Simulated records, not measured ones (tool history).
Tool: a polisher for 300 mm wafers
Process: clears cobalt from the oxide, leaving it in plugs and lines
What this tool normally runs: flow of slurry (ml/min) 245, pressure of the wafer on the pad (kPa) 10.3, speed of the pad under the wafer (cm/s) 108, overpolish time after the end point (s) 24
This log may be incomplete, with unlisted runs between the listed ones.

run,hour,flow of slurry (ml/min),pressure of the wafer on the pad (kPa),speed of the pad under the wafer (cm/s),overpolish time after the end point (s),"incoming thickness of the incoming film, nm",time until the end point was called (s),dishing of a wide line in a test structure (Å)
1,0.0,245,10.3,108,24,353.4,92.5,446
2,8.0,245,10.3,108,24,343.5,93.7,446
# hour 13.7: worn pad replaced by a new one
3,26.0,270,10.3,108,24,349.6,82.6,478
4,40.0,270,10.3,108,24,349.8,87.0,465
5,49.7,270,10.3,108,24,348.9,86.2,464
6,56.9,190,10.3,108,33,349.8,89.9,518
7,64.6,245,10.3,108,24,353.2,89.5,480
8,75.2,245,10.3,108,24,349.4,88.4,464
9,82.2,245,10.3,108,24,348.7,89.8,463
10,97.9,245,10.3,108,24,348.5,88.7,470
11,111.8,245,10.3,108,24,349.0,89.6,461
12,122.4,245,10.3,108,24,349.8,87.7,454
13,137.1,215,10.3,108,34,347.6,90.9,519
14,146.5,245,10.3,108,24,346.4,91.9,459
15,153.7,245,10.3,108,24,351.5,95.6,461
16,160.1,245,10.3,108,24,353.7,93.7,457
17,166.6,310,8.3,140,28,349.8,91.3,478
18,175.2,285,10.3,108,14,355.8,95.7,344
19,192.3,245,8.3,90,24,347.5,143.2,372
# hour 197.2: head pressure recalibrated
# hour 197.4: worn pad replaced by a new one
20,203.9,275,9.0,142,18,354.9,77.5,438
21,215.1,245,10.3,108,24,348.6,87.7,470
22,227.1,200,10.3,90,24,343.7,101.2,424
# hour 231.3: slurry nozzle cleaned
23,241.4,245,10.3,108,13,347.5,83.9,348
24,251.9,245,10.3,108,24,343.3,84.2,474
25,269.5,245,10.3,108,24,351.0,86.2,467
26,306.9,245,10.3,108,24,350.6,91.3,460
27,322.6,245,12.4,142,24,343.8,56.9,511
28,340.4,245,10.3,108,24,347.4,91.3,454
29,350.5,300,9.0,138,19,346.2,83.1,446
30,358.1,190,11.7,82,11,353.0,110.6,257
31,373.4,290,10.3,124,24,342.6,81.8,486
# hour 385.0: worn pad replaced by a new one
32,385.8,200,8.3,108,24,345.8,106.4,436
33,392.7,310,10.3,108,19,349.9,82.6,444
34,403.1,330,13.1,108,24,351.1,66.9,506
35,410.8,245,7.6,134,13,349.1,95.0,330
36,418.8,245,10.3,108,24,354.5,88.4,458

Here are 3 independent what-if runs from the current tool condition. What would each one return?
A,419.3,245,10.3,108,15,346.6,?,?
B,419.3,245,11.7,108,37,346.6,?,?
C,419.3,245,10.3,108,29,346.6,?,?

run,time until the end point was called (s),dishing of a wide line in a test structure (Å)
A,83.0,370
B,73.2,531
C,83.0,490
Stripped of hidden state, with their random variation kept, the same runs would have yielded:
run,time until the end point was called (s),dishing of a wide line in a test structure (Å)
A,81.0,375
B,71.4,533
C,81.0,493

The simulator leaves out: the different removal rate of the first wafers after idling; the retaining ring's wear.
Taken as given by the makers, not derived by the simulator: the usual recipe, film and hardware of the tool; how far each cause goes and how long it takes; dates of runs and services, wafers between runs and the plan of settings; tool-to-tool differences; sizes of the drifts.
